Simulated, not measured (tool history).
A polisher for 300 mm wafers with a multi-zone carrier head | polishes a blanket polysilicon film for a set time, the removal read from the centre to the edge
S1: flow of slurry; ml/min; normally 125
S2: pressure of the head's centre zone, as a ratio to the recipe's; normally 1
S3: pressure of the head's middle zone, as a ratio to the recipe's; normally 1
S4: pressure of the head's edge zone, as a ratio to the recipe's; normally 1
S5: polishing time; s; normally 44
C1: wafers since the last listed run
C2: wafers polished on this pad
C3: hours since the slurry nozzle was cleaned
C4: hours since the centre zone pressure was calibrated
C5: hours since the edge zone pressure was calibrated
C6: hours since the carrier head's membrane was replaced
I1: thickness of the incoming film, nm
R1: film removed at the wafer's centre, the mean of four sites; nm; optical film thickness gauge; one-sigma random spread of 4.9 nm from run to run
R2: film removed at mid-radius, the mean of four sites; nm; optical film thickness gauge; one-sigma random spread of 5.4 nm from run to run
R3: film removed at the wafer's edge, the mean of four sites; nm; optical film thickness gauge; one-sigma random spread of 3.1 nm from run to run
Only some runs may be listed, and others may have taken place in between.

| run | hour | S1 | S2 | S3 | S4 | S5 | C1 | C2 | C3 | C4 | C5 | C6 | I1 | R1 | R2 | R3 |
|---|---|---|---|---|---|---|---|---|---|---|---|---|---|---|---|---|
| 1 | 0 | 125 | 1.04 | 1 | 1.03 | 44 | 0 | 482 | 366.2 | 747.9 | 320.9 | 1881.6 | 1297.2 | 463.8 | 401.3 | 404.6 |
| 2 | 13.3 | 125 | 1.04 | 1 | 1.03 | 44 | 219 | 701 | 379.5 | 761.2 | 334.2 | 1894.9 | 1326.3 | 465.5 | 387.2 | 400.6 |
| 3 | 23.5 | 125 | 1 | 1 | 1 | 44 | 168 | 869 | 389.7 | 771.4 | 344.4 | 1905.1 | 1335.7 | 449.3 | 403.2 | 399.6 |
|  | 36.7 | worn pad replaced by a new one |
| 4 | 37.2 | 125 | 1 | 1 | 1 | 44 | 160 | 8 | 403.4 | 785.1 | 358.1 | 1918.8 | 1326.4 | 455.2 | 400.4 | 400.7 |
| 5 | 41.4 | 125 | 1 | 1 | 1 | 44 | 69 | 77 | 407.6 | 789.3 | 362.3 | 1923 | 1339.7 | 460.1 | 403.3 | 401.2 |
|  | 51.3 | carrier head's membrane replaced by a new one |
| 6 | 51.8 | 125 | 1 | 1 | 1 | 44 | 89 | 167 | 418 | 799.7 | 372.7 | 0.5 | 1323 | 445.8 | 398.1 | 395.6 |
| 7 | 56.4 | 125 | 1 | 1 | 1 | 44 | 75 | 242 | 422.6 | 804.3 | 377.3 | 5.1 | 1326.2 | 448.3 | 395.2 | 396.3 |
| 8 | 63.8 | 125 | 1 | 0.93 | 1 | 51 | 122 | 365 | 430 | 811.7 | 384.7 | 12.5 | 1312.5 | 517.4 | 439.7 | 467.9 |
| 9 | 72.5 | 125 | 1 | 0.93 | 1 | 51 | 143 | 508 | 438.7 | 820.4 | 393.4 | 21.2 | 1326 | 534.1 | 444.1 | 468.7 |
|  | 87.9 | slurry nozzle cleaned |
| 10 | 88.8 | 105 | 1 | 1 | 0.93 | 44 | 252 | 760 | 0.9 | 836.7 | 409.7 | 37.5 | 1322.8 | 430.8 | 383.5 | 379.6 |
| 11 | 99 | 125 | 1 | 1.11 | 1.09 | 50 | 168 | 929 | 11.1 | 846.9 | 419.9 | 47.7 | 1310.9 | 519.2 | 488 | 476.7 |
|  | 105.5 | worn pad replaced by a new one |
| 12 | 115.7 | 165 | 1.05 | 0.89 | 1.03 | 44 | 209 | 168 | 27.8 | 863.6 | 436.6 | 64.4 | 1323 | 515.3 | 380.1 | 422.3 |
| 13 | 130 | 165 | 1.05 | 0.89 | 1.03 | 44 | 235 | 404 | 42.1 | 877.9 | 450.9 | 78.7 | 1326.1 | 503.7 | 399.7 | 419.7 |
|  | 141.5 | edge zone pressure recalibrated |
| 14 | 145.9 | 125 | 1 | 1 | 1 | 44 | 229 | 633 | 58 | 893.8 | 4.4 | 94.6 | 1318.4 | 450.5 | 390.3 | 394.6 |
| 15 | 157.2 | 125 | 1 | 1.06 | 1 | 44 | 186 | 819 | 69.3 | 905.1 | 15.7 | 105.9 | 1324.6 | 462.8 | 414 | 396.9 |
|  | 171.5 | centre zone pressure recalibrated |
| 16 | 172 | 140 | 1 | 1.1 | 0.9 | 38 | 211 | 1030 | 84.1 | 0.5 | 30.5 | 120.7 | 1342.1 | 349 | 372.8 | 338 |
| 17 | 181.5 | 125 | 1 | 0.93 | 1 | 35 | 156 | 1187 | 93.6 | 10 | 40 | 130.2 | 1312.3 | 317.9 | 297.6 | 316.2 |
|  | 188.8 | worn pad replaced by a new one |
| 18 | 209.9 | 125 | 1 | 1 | 1 | 44 | 402 | 348 | 122 | 38.4 | 68.4 | 158.6 | 1345.2 | 402.8 | 396.8 | 405.2 |
| 19 | 226.9 | 105 | 1 | 1 | 0.93 | 44 | 280 | 628 | 139 | 55.4 | 85.4 | 175.6 | 1317.8 | 379.3 | 379.3 | 373.6 |
| 20 | 236.1 | 125 | 1 | 1.05 | 0.91 | 44 | 151 | 780 | 148.2 | 64.6 | 94.6 | 184.8 | 1323.4 | 408.3 | 414.3 | 387.5 |
| 21 | 245.3 | 125 | 1 | 1.06 | 1 | 44 | 151 | 932 | 157.4 | 73.8 | 103.8 | 194 | 1318 | 406.7 | 418.7 | 400.4 |
| 22 | 257.9 | 105 | 1.07 | 1 | 0.95 | 39 | 207 | 1140 | 170 | 86.4 | 116.4 | 206.6 | 1319.2 | 366.2 | 337.5 | 333.8 |

Predict each of these 4 candidate next runs independently; none follows another, all start after run 22:
| A | 258.3 | 125 | 1 | 0.95 | 1 | 44 | 6 | 1146 | 170.4 | 86.8 | 116.8 | 207 | 1312.4 | ? | ? | ? |
| B | 258.3 | 140 | 1 | 1.11 | 1 | 44 | 6 | 1146 | 170.4 | 86.8 | 116.8 | 207 | 1312.4 | ? | ? | ? |
| C | 258.3 | 125 | 0.93 | 1 | 1 | 40 | 6 | 1146 | 170.4 | 86.8 | 116.8 | 207 | 1312.4 | ? | ? | ? |
| D | 258.3 | 125 | 1 | 1 | 1 | 32 | 6 | 1146 | 170.4 | 86.8 | 116.8 | 207 | 1312.4 | ? | ? | ? |

| run | R1 | R2 | R3 |
|---|---|---|---|
| A | 405.2 | 387.2 | 394.7 |
| B | 417.2 | 439.2 | 401 |
| C | 342.5 | 363.8 | 358.6 |
| D | 294.8 | 291 | 286.9 |
The same runs, with their run-to-run variation unchanged, on a tool lacking any hidden condition would have given:
| run | R1 | R2 | R3 |
|---|---|---|---|
| A | 397.1 | 387.3 | 394.7 |
| B | 408.9 | 439.2 | 401 |
| C | 335.6 | 363.9 | 358.6 |
| D | 288.9 | 291 | 286.9 |
